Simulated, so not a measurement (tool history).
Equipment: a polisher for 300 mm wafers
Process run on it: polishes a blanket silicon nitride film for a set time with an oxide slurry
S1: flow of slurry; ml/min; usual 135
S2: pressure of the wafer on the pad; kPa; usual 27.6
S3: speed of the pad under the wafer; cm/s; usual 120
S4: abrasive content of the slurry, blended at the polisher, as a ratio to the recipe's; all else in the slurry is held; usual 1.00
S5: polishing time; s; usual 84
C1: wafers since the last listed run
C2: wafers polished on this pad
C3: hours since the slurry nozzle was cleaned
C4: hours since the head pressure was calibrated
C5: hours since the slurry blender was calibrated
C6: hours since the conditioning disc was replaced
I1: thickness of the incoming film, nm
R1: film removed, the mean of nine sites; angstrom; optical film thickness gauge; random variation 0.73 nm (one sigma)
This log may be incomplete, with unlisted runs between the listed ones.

run 1 hour=0.0 | S1=135 S2=27.6 S3=120 S4=1.00 S5=84 | C1=0 C2=1415 C3=111.3 C4=549.5 C5=224.0 C6=446.7 | I1=580.0 | R1=440
run 2 hour=8.9 | S1=135 S2=27.6 S3=120 S4=1.00 S5=84 | C1=108 C2=1523 C3=120.2 C4=558.4 C5=232.9 C6=455.6 | I1=579.7 | R1=438
-- hour=14.8 worn pad replaced by a new one
run 3 hour=23.5 | S1=135 S2=24.1 S3=120 S4=1.00 S5=84 | C1=129 C2=106 C3=134.8 C4=573.0 C5=247.5 C6=470.2 | I1=590.0 | R1=402
run 4 hour=36.1 | S1=135 S2=24.1 S3=120 S4=1.00 S5=84 | C1=153 C2=259 C3=147.4 C4=585.6 C5=260.1 C6=482.8 | I1=593.4 | R1=407
run 5 hour=45.9 | S1=135 S2=24.1 S3=120 S4=1.00 S5=84 | C1=119 C2=378 C3=157.2 C4=595.4 C5=269.9 C6=492.6 | I1=588.6 | R1=401
run 6 hour=53.7 | S1=135 S2=27.6 S3=108 S4=1.00 S5=91 | C1=94 C2=473 C3=165.0 C4=603.2 C5=277.7 C6=500.4 | I1=584.2 | R1=459
run 7 hour=65.3 | S1=135 S2=27.6 S3=108 S4=1.00 S5=91 | C1=141 C2=614 C3=176.6 C4=614.8 C5=289.3 C6=512.0 | I1=589.4 | R1=451
run 8 hour=78.9 | S1=135 S2=27.6 S3=92 S4=0.85 S5=84 | C1=165 C2=780 C3=190.2 C4=628.4 C5=302.9 C6=525.6 | I1=588.1 | R1=358
-- hour=83.3 head pressure recalibrated
run 9 hour=85.2 | S1=150 S2=27.6 S3=82 S4=1.10 S5=84 | C1=52 C2=832 C3=196.5 C4=1.9 C5=309.2 C6=531.9 | I1=584.1 | R1=367
-- hour=96.2 conditioning disc replaced and pad reconditioned
-- hour=98.8 slurry blender recalibrated
run 10 hour=100.9 | S1=135 S2=27.6 S3=120 S4=1.00 S5=84 | C1=142 C2=975 C3=212.2 C4=17.6 C5=2.1 C6=4.7 | I1=586.9 | R1=626
run 11 hour=117.1 | S1=155 S2=27.6 S3=120 S4=1.00 S5=84 | C1=197 C2=1172 C3=228.4 C4=33.8 C5=18.3 C6=20.9 | I1=586.8 | R1=601
-- hour=122.0 slurry nozzle cleaned
-- hour=132.2 worn pad replaced by a new one
run 12 hour=132.7 | S1=135 S2=27.6 S3=98 S4=1.00 S5=102 | C1=129 C2=5 C3=10.7 C4=49.4 C5=33.9 C6=36.5 | I1=582.5 | R1=593
run 13 hour=149.0 | S1=135 S2=27.6 S3=106 S4=1.00 S5=65 | C1=198 C2=204 C3=27.0 C4=65.7 C5=50.2 C6=52.8 | I1=585.4 | R1=396

Run 14, settings as shown, results not yet in. Your forecast:
run 14 hour=166.5 | S1=135 S2=27.6 S3=134 S4=1.00 S5=84 | C1=213 C2=417 C3=44.5 C4=83.2 C5=67.7 C6=70.3 | I1=596.8 | R1=?

R1: 580 angstrom
On a tool with no hidden condition, and with the same random variation, this run would have come out at R1 696 angstrom.

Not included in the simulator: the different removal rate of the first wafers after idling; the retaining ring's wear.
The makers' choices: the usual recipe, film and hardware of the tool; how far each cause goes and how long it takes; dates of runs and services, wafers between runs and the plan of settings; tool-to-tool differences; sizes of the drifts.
